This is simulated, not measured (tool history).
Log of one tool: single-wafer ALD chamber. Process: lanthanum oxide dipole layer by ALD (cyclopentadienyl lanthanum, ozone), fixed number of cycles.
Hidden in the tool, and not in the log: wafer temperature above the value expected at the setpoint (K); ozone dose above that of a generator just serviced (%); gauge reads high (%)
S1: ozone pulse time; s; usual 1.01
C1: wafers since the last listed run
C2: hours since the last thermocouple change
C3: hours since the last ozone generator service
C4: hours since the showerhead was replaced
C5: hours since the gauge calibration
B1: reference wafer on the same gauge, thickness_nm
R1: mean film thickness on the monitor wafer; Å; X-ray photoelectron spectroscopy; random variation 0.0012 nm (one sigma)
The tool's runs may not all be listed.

run,day,S1,C1,C2,C3,C4,C5,B1,R1
1,0.000,1.01,0,693.0,257.9,3329.8,130.8,0.444,4.87
2,1.842,1.01,970,737.2,302.1,3374.0,175.0,0.445,4.84
3,4.475,1.27,1388,800.4,365.3,3437.2,238.2,0.445,5.14
4,8.638,1.27,2194,900.3,465.2,3537.1,338.1,0.445,5.13
# day 11.067: ozone generator serviced
5,11.875,1.01,1530,978.0,19.4,3614.8,415.8,0.445,4.92
6,13.658,1.01,939,1020.8,62.2,3657.6,458.6,0.445,4.90
7,18.133,1.01,2358,1128.2,169.6,3765.0,566.0,0.445,4.89
8,21.667,1.01,1862,1213.0,254.4,3849.8,650.8,0.445,4.88
9,25.267,1.01,1897,1299.4,340.8,3936.2,737.2,0.445,4.87
10,29.588,1.20,2277,1403.1,444.5,4039.9,840.9,0.445,5.08
11,31.288,1.01,896,1443.9,485.3,4080.7,881.7,0.445,4.85
12,33.992,0.90,1425,1508.8,550.2,4145.6,946.6,0.445,4.69
# day 34.667: ozone generator serviced
# day 35.929: showerhead replaced
# day 40.717: gauge calibrated
13,42.412,1.01,4087,1710.9,185.9,155.6,40.7,0.445,4.89
14,44.325,1.11,1008,1756.8,231.8,201.5,86.6,0.445,4.99
# day 44.712: thermocouple changed; heater temperature recalibrated
15,46.771,0.83,1113,49.4,290.5,260.2,145.3,0.445,4.60
16,48.867,0.82,1104,99.7,340.8,310.5,195.6,0.445,4.59
17,53.175,1.33,2270,203.1,444.2,413.9,299.0,0.445,5.17
18,56.508,1.21,1756,283.1,524.2,493.9,379.0,0.444,5.05
# day 57.192: ozone generator serviced
19,59.888,1.23,1605,364.2,64.7,575.0,460.1,0.445,5.13
20,64.004,0.76,2169,463.0,163.5,673.8,558.9,0.445,4.48

Hidden state or all else? Some run-to-run changes of R1, split into what the settings, what came in and random variation would give without the hidden state, and what is left for the hidden state (with any gauge scatter that isn't in both results):
Run 4 -> 5: S1 1.27 -> 1.01, ozone generator serviced. R1 -0.21 Å: hidden state +0.05, all else -0.26.
Run 12 -> 13: S1 0.90 -> 1.01, ozone generator serviced, showerhead replaced, gauge calibrated. R1 +0.20 Å: hidden state +0.04, all else +0.16.
Run 16 -> 17: S1 0.82 -> 1.33. R1 +0.58 Å: hidden state +0.02, all else +0.56.
Run 19 -> 20: S1 1.23 -> 0.76. R1 -0.65 Å: hidden state -0.02, all else -0.63.
